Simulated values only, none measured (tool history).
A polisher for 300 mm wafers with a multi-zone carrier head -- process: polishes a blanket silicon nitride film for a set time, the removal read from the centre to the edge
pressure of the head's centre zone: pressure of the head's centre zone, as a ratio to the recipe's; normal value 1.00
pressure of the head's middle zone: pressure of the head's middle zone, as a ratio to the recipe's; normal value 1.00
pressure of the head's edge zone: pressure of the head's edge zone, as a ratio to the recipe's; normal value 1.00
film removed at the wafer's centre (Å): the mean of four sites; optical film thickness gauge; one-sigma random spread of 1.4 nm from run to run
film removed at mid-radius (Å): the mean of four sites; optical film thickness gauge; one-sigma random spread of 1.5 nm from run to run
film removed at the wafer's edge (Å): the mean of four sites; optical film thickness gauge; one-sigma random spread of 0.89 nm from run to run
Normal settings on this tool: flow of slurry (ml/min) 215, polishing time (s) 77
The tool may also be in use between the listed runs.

run,hour,flow of slurry (ml/min),pressure of the head's centre zone,pressure of the head's middle zone,pressure of the head's edge zone,polishing time (s),wafers since the last listed run,wafers polished on this pad,hours since the slurry nozzle was cleaned,hours since the centre zone pressure was calibrated,hours since the edge zone pressure was calibrated,hours since the carrier head's membrane was replaced,"incoming thickness of the incoming film, nm",film removed at the wafer's centre (Å),film removed at mid-radius (Å),film removed at the wafer's edge (Å)
1,0.0,215,1.00,0.96,1.00,77,0,6837,428.1,15.0,507.4,1651.8,400.1,940,941,984
2,101.3,160,1.00,1.00,1.09,77,1295,8133,529.4,116.3,608.7,1753.1,396.4,899,927,995
# hour 141.7: carrier head's membrane replaced by a new one
# hour 172.3: worn pad replaced by a new one
3,180.2,215,1.00,1.00,1.00,66,894,101,608.3,195.2,687.6,38.5,401.0,863,909,880
4,232.6,215,0.92,1.00,0.95,77,670,772,660.7,247.6,740.0,90.9,392.8,920,1033,998
5,321.8,215,1.00,1.00,1.00,77,1141,1913,749.9,336.8,829.2,180.1,397.4,1012,1026,1037
6,358.3,190,1.00,1.00,1.04,93,466,2380,786.4,373.3,865.7,216.6,399.6,1170,1197,1245
7,426.3,215,1.00,0.90,1.00,77,869,3250,854.4,441.3,933.7,284.6,406.2,1007,914,1011
# hour 447.4: slurry nozzle cleaned
8,528.7,215,1.00,1.00,1.00,77,1297,4547,81.3,543.7,1036.1,387.0,395.8,987,1036,1018
9,595.6,215,1.00,1.00,1.00,77,855,5403,148.2,610.6,1103.0,453.9,403.1,993,1036,1008
10,653.5,215,1.06,1.00,1.00,77,740,6144,206.1,668.5,1160.9,511.8,400.9,1014,1013,1001
11,703.2,215,1.00,1.10,1.00,77,635,6779,255.8,718.2,1210.6,561.5,397.7,958,1080,989
12,799.4,215,0.96,1.00,1.00,77,1230,8010,352.0,814.4,1306.8,657.7,395.1,946,1007,989
13,868.5,215,1.00,1.00,1.00,77,884,8894,421.1,883.5,1375.9,726.8,395.8,944,999,992
# hour 893.1: edge zone pressure recalibrated
14,971.0,215,1.00,1.00,1.00,77,1285,10180,523.6,986.0,77.9,829.3,403.1,972,994,981
15,1051.1,260,1.00,0.89,1.00,77,1024,11205,603.7,1066.1,158.0,909.4,400.0,944,904,987
# hour 1079.6: worn pad replaced by a new one
16,1154.3,215,1.00,1.00,1.00,77,1269,955,706.9,1169.3,261.2,1012.6,401.3,1003,1038,1021
17,1235.9,215,0.92,1.10,1.11,60,1043,1999,788.5,1250.9,342.8,1094.2,401.7,712,864,818
18,1282.9,265,1.00,1.00,1.00,77,601,2600,835.5,1297.9,389.8,1141.2,401.9,1009,1010,1027
# hour 1337.2: slurry nozzle cleaned
19,1549.0,155,1.04,1.00,1.00,77,3391,5991,211.8,1564.0,655.9,1407.3,400.9,927,916,933
20,1609.4,145,0.94,1.00,1.04,85,772,6764,272.2,1624.4,716.3,1467.7,407.4,907,1007,1054
# hour 1613.8: centre zone pressure recalibrated
21,1698.3,215,1.00,1.10,1.00,77,1111,7876,361.1,84.5,805.2,1556.6,397.4,940,1041,979
22,1771.8,215,1.00,1.00,1.00,69,940,8816,434.6,158.0,878.7,1630.1,401.0,839,864,876

Each run again, without the hidden state but with its own random variation kept:
Hidden conditions of the tool in this case: removal rate lost through wear of the pad, %; slurry flow missing at the pad, %; deviation of the centre zone's pressure from its setpoint, %; deviation of the edge zone's pressure from its setpoint, %.
run,film removed at the wafer's centre (Å),film removed at mid-radius (Å),film removed at the wafer's edge (Å)
1,991,992,1037
2,955,986,1057
3,866,913,883
4,928,1042,1006
5,1027,1042,1053
6,1192,1219,1268
7,1031,936,1036
8,1019,1070,1052
9,1031,1076,1047
10,1058,1057,1045
11,1004,1131,1036
12,1000,1063,1044
13,1003,1061,1054
14,1042,1065,1052
15,1019,976,1065
16,1026,1062,1044
17,734,890,842
18,1043,1044,1061
19,980,969,986
20,964,1069,1120
21,1006,1114,1048
22,903,931,944
